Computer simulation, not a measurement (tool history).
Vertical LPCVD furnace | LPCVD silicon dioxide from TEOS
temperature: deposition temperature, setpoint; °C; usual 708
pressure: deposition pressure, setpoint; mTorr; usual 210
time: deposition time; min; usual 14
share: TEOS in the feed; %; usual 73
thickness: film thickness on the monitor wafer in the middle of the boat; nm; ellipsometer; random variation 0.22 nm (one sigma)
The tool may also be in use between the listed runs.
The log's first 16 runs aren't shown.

run    hour  temperature  pressure  time  share  read-back reference wafer on the same gauge, thickness  thickness
     1407.3  -- TEOS flow controller replaced
 17  1410.3          700       230    11     63                                                   93.06      70.08
 18  1502.6          711       260    14     64                                                   93.01     123.08
 19  1555.9          702       180    14     82                                                   93.04      95.18
 20  1630.5          708       260  18.5     73                                                   92.99     162.77
 21  1690.6          700       210    14     84                                                   92.95      99.07
 22  1754.4          708       210    14     73                                                   93.07     111.16
 23  1824.8          708       210    14     73                                                   93.02     110.79
 24  1869.4          708       210    14     65                                                   93.04     104.83
 25  1961.4          708       210    18     86                                                      93     154.51
 26  2022.3          708       210    14     73                                                   93.03     111.35
 27  2090.7          708       190    14     73                                                   93.02     106.34
 28  2141.4          718       175  17.5     67                                                   92.95     152.98
     2274.8  -- pressure gauge zeroed
 29  2305.2          708       210    14     63                                                   93.07     100.74
 30    2404          708       260    14     73                                                   93.04     121.17
 31  2460.9          708       225    12     73                                                   92.98      97.04
 32  2557.9          700       230    11     63                                                   92.98      69.73

Forecast each of these 3 alternatives for the next run:
  A  2562.2          717       210    14     73                                                       ?          ?
  B  2562.2          700       175    14     69                                                       ?          ?
  C  2562.2          708       210    14     67                                                       ?          ?

run  read-back reference wafer on the same gauge, thickness  thickness
  A                                                      93     134.67
  B                                                      93      81.16
  C                                                      93     105.23
Without the tool's hidden state the same runs would have given:
run  thickness
  A     132.59
  B      79.79
  C     103.59
